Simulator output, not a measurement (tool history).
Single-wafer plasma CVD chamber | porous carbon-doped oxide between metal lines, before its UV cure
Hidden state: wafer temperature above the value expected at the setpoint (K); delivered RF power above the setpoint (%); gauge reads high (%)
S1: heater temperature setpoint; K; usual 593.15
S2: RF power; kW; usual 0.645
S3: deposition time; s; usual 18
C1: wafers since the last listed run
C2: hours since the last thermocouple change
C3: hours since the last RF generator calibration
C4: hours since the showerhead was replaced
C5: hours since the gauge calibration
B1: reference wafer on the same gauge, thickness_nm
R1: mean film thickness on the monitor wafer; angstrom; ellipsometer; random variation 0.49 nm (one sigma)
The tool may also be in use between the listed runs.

Run 1, hour 0: usual settings; C1 0; C2 1987.6; C3 1161.1; C4 6465.7; C5 350.4; B1 105.07. Result: R1 1169.95 angstrom.
Run 2, hour 17.6: usual settings; C1 245; C2 2005.2; C3 1178.7; C4 6483.3; C5 368; B1 104.925. Result: R1 1166.14 angstrom.
Run 3, hour 51.9: usual settings; C1 477; C2 2039.5; C3 1213; C4 6517.6; C5 402.3; B1 105.082. Result: R1 1161.04 angstrom.
Run 4, hour 84.8: usual settings; C1 458; C2 2072.4; C3 1245.9; C4 6550.5; C5 435.2; B1 104.957. Result: R1 1162.74 angstrom.
Run 5, hour 118.8: usual settings; C1 473; C2 2106.4; C3 1279.9; C4 6584.5; C5 469.2; B1 104.971. Result: R1 1163.93 angstrom.
Run 6, hour 138.3: usual settings; C1 271; C2 2125.9; C3 1299.4; C4 6604; C5 488.7; B1 105.18. Result: R1 1161.28 angstrom.
Run 7, hour 171.8: usual settings; C1 466; C2 2159.4; C3 1332.9; C4 6637.5; C5 522.2; B1 105.159. Result: R1 1158.86 angstrom.
Run 8, hour 232.6: usual settings; C1 846; C2 2220.2; C3 1393.7; C4 6698.3; C5 583; B1 104.884. Result: R1 1169.83 angstrom.
Run 9, hour 262.1: usual settings but S3 19.2 s; C1 410; C2 2249.7; C3 1423.2; C4 6727.8; C5 612.5; B1 104.91. Result: R1 1249.91 angstrom.
At hour 292.2: thermocouple changed; heater temperature recalibrated.
Run 10, hour 292.7: usual settings; C1 314; C2 0.5; C3 1453.8; C4 6758.4; C5 643.1; B1 104.965. Result: R1 1170.33 angstrom.
Run 11, hour 300.9: usual settings but S1 598.15 K; C1 114; C2 8.7; C3 1462; C4 6766.6; C5 651.3; B1 104.936. Result: R1 1131.4 angstrom.
At hour 335.3: showerhead replaced.
Run 12, hour 335.8: usual settings but S1 598.15 K; C1 374; C2 43.6; C3 1496.9; C4 0.5; C5 686.2; B1 104.96. Result: R1 1131.51 angstrom.
Run 13, hour 352.1: usual settings but S3 15.8 s; C1 227; C2 59.9; C3 1513.2; C4 16.8; C5 702.5; B1 105.056. Result: R1 1025.37 angstrom.
Run 14, hour 370.8: usual settings but S1 604.15 K; C1 260; C2 78.6; C3 1531.9; C4 35.5; C5 721.2; B1 105.146. Result: R1 1088.1 angstrom.
Run 15, hour 386.9: usual settings; C1 224; C2 94.7; C3 1548; C4 51.6; C5 737.3; B1 104.976. Result: R1 1156.58 angstrom.
Run 16, hour 421.9: usual settings; C1 487; C2 129.7; C3 1583; C4 86.6; C5 772.3; B1 104.871. Result: R1 1164.48 angstrom.
At hour 433.7: gauge calibrated.
Run 17, hour 457: usual settings but S1 584.15 K; C1 488; C2 164.8; C3 1618.1; C4 121.7; C5 23.3; B1 104.96. Result: R1 1230.77 angstrom.
Run 18, hour 472.8: usual settings; C1 220; C2 180.6; C3 1633.9; C4 137.5; C5 39.1; B1 105.003. Result: R1 1165 angstrom.
Run 19, hour 502.3: usual settings; C1 410; C2 210.1; C3 1663.4; C4 167; C5 68.6; B1 105.028. Result: R1 1170.6 angstrom.
At hour 533.9: RF generator calibrated.
Run 20, hour 536.8: usual settings but S1 582.15 K, S2 0.615 kW, S3 15.9 s; C1 369; C2 244.6; C3 2.9; C4 201.5; C5 103.1; B1 104.944. Result: R1 1075.01 angstrom.
Run 21, hour 564.5: usual settings but S1 605.15 K, S2 0.68 kW, S3 15.3 s; C1 385; C2 272.3; C3 30.6; C4 229.2; C5 130.8; B1 105.018. Result: R1 960.34 angstrom.
Run 22, hour 578.7: usual settings but S1 586.15 K, S2 0.76 kW; C1 197; C2 286.5; C3 44.8; C4 243.4; C5 145; B1 104.989. Result: R1 1339.42 angstrom.
Run 23, hour 594.7: usual settings but S2 0.735 kW; C1 222; C2 302.5; C3 60.8; C4 259.4; C5 161; B1 105.005. Result: R1 1255.61 angstrom.
Run 24, hour 621.4: usual settings; C1 371; C2 329.2; C3 87.5; C4 286.1; C5 187.7; B1 105.081. Result: R1 1167.12 angstrom.
Run 25, hour 647.3: usual settings but S1 607.15 K, S2 0.695 kW, S3 16.1 s; C1 360; C2 355.1; C3 113.4; C4 312; C5 213.6; B1 104.837. Result: R1 1004.62 angstrom.
Run 26, hour 670.5: usual settings but S2 0.69 kW; C1 323; C2 378.3; C3 136.6; C4 335.2; C5 236.8; B1 104.81. Result: R1 1209.03 angstrom.

Forecast each of these 5 alternatives for the next run:
Run A, hour 670.9: usual settings; C1 5; C2 378.7; C3 137; C4 335.6; C5 237.2; B1 ?. Result: R1 ?.
Run B, hour 670.9: usual settings but S1 584.15 K, S2 0.705 kW, S3 16.2 s; C1 5; C2 378.7; C3 137; C4 335.6; C5 237.2; B1 ?. Result: R1 ?.
Run C, hour 670.9: usual settings but S2 0.55 kW; C1 5; C2 378.7; C3 137; C4 335.6; C5 237.2; B1 ?. Result: R1 ?.
Run D, hour 670.9: usual settings but S1 589.15 K, S3 16.8 s; C1 5; C2 378.7; C3 137; C4 335.6; C5 237.2; B1 ?. Result: R1 ?.
Run E, hour 670.9: usual settings but S1 603.15 K; C1 5; C2 378.7; C3 137; C4 335.6; C5 237.2; B1 ?. Result: R1 ?.

run       B1       R1
  A  104.986   1162.9
  B  104.986  1167.71
  C  104.986  1058.57
  D  104.986   1113.9
  E  104.986   1100.2
Without the tool's hidden state the same runs would have given:
run       R1
  A   1162.9
  B  1167.71
  C  1058.57
  D   1113.9
  E   1100.2
